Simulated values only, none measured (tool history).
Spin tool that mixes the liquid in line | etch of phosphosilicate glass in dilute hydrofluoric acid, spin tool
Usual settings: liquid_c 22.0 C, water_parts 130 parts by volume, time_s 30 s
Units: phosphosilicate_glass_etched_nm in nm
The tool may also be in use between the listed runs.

| run | day | liquid_c | water_parts | time_s | wafers since the last listed run | hours since the thermometer was replaced | hours since the hydrofluoric acid flow meter was replaced | hours since the gauge calibration | read-back film thickness of the phosphosilicate glass reference wafer, read on the same gauge (nm) | phosphosilicate_glass_etched_nm |
|---|---|---|---|---|---|---|---|---|---|---|
| 1 | 0.000 | 22.0 | 130 | 30 | 0 | 210.5 | 1390.0 | 396.3 | 39.98 | 19.40 |
| 2 | 1.042 | 22.0 | 130 | 30 | 206 | 235.5 | 1415.0 | 421.3 | 40.05 | 19.13 |
| 3 | 2.746 | 22.0 | 130 | 30 | 337 | 276.4 | 1455.9 | 462.2 | 40.04 | 19.32 |
| 4 | 5.662 | 22.0 | 130 | 30 | 577 | 346.4 | 1525.9 | 532.2 | 40.03 | 19.34 |
| 5 | 7.092 | 22.0 | 130 | 30 | 283 | 380.7 | 1560.2 | 566.5 | 40.04 | 18.96 |
| 6 | 9.088 | 22.0 | 130 | 30 | 395 | 428.6 | 1608.1 | 614.4 | 40.01 | 19.04 |
| 7 | 11.129 | 22.0 | 130 | 30 | 404 | 477.6 | 1657.1 | 663.4 | 40.00 | 19.43 |
| 8 | 13.812 | 22.0 | 150 | 30 | 531 | 542.0 | 1721.5 | 727.8 | 39.98 | 16.29 |
| 9 | 16.183 | 18.5 | 130 | 30 | 469 | 598.9 | 1778.4 | 784.7 | 40.05 | 16.64 |
| 10 | 17.617 | 18.5 | 130 | 30 | 283 | 633.3 | 1812.8 | 819.1 | 39.99 | 16.65 |
| 11 | 20.154 | 22.0 | 115 | 30 | 502 | 694.2 | 1873.7 | 880.0 | 39.99 | 21.76 |
| 12 | 22.483 | 22.0 | 115 | 30 | 461 | 750.1 | 1929.6 | 935.9 | 39.98 | 21.64 |
| 13 | 25.033 | 22.0 | 115 | 30 | 505 | 811.3 | 1990.8 | 997.1 | 39.99 | 22.09 |
|  | 26.096 | gauge calibrated |
| 14 | 27.492 | 22.0 | 130 | 30 | 487 | 870.3 | 2049.8 | 33.5 | 39.98 | 19.17 |
| 15 | 29.896 | 22.0 | 130 | 30 | 476 | 928.0 | 2107.5 | 91.2 | 40.02 | 18.98 |
| 16 | 31.996 | 22.0 | 175 | 30 | 416 | 978.4 | 2157.9 | 141.6 | 40.00 | 13.45 |
| 17 | 34.167 | 18.5 | 90 | 15 | 430 | 1030.5 | 2210.0 | 193.7 | 40.02 | 12.38 |
|  | 34.754 | thermometer replaced |
| 18 | 36.908 | 18.0 | 170 | 30 | 534 | 51.7 | 2275.8 | 259.5 | 39.98 | 11.80 |
| 19 | 38.542 | 22.0 | 75 | 15 | 323 | 90.9 | 2315.0 | 298.7 | 39.99 | 17.61 |
| 20 | 39.871 | 24.0 | 90 | 20 | 263 | 122.8 | 2346.9 | 330.6 | 40.00 | 20.51 |
| 21 | 41.867 | 22.0 | 165 | 40 | 395 | 170.7 | 2394.8 | 378.5 | 40.00 | 18.96 |
|  | 43.558 | hydrofluoric acid flow meter replaced |
| 22 | 49.688 | 20.0 | 150 | 30 | 1541 | 358.4 | 147.1 | 566.2 | 39.98 | 15.56 |
| 23 | 51.058 | 22.0 | 160 | 30 | 271 | 391.3 | 180.0 | 599.1 | 39.97 | 15.63 |
| 24 | 52.908 | 22.0 | 130 | 15 | 366 | 435.7 | 224.4 | 643.5 | 40.01 | 9.90 |
| 25 | 55.671 | 18.0 | 170 | 30 | 547 | 502.0 | 290.7 | 709.8 | 39.97 | 12.38 |
| 26 | 57.938 | 25.0 | 160 | 35 | 449 | 556.4 | 345.1 | 764.2 | 40.00 | 20.26 |
| 27 | 59.808 | 22.0 | 130 | 30 | 370 | 601.3 | 390.0 | 809.1 | 39.99 | 19.97 |
| 28 | 62.183 | 19.5 | 170 | 35 | 470 | 658.3 | 447.0 | 866.1 | 39.99 | 15.34 |

5 ways to go on from here, each from the tool as it stands after run 28. What would each give?
| A | 62.200 | 22.0 | 130 | 50 | 3 | 658.7 | 447.4 | 866.5 | ? | ? |
| B | 62.200 | 19.5 | 130 | 30 | 3 | 658.7 | 447.4 | 866.5 | ? | ? |
| C | 62.200 | 24.0 | 165 | 15 | 3 | 658.7 | 447.4 | 866.5 | ? | ? |
| D | 62.200 | 17.5 | 130 | 30 | 3 | 658.7 | 447.4 | 866.5 | ? | ? |
| E | 62.200 | 20.0 | 130 | 15 | 3 | 658.7 | 447.4 | 866.5 | ? | ? |

| run | read-back film thickness of the phosphosilicate glass reference wafer, read on the same gauge (nm) | phosphosilicate_glass_etched_nm |
|---|---|---|
| A | 39.99 | 33.04 |
| B | 39.99 | 17.94 |
| C | 39.99 | 8.11 |
| D | 39.99 | 16.53 |
| E | 39.99 | 9.15 |
Without the tool's hidden state the same runs would have given:
| run | phosphosilicate_glass_etched_nm |
|---|---|
| A | 33.49 |
| B | 18.18 |
| C | 8.22 |
| D | 16.76 |
| E | 9.28 |

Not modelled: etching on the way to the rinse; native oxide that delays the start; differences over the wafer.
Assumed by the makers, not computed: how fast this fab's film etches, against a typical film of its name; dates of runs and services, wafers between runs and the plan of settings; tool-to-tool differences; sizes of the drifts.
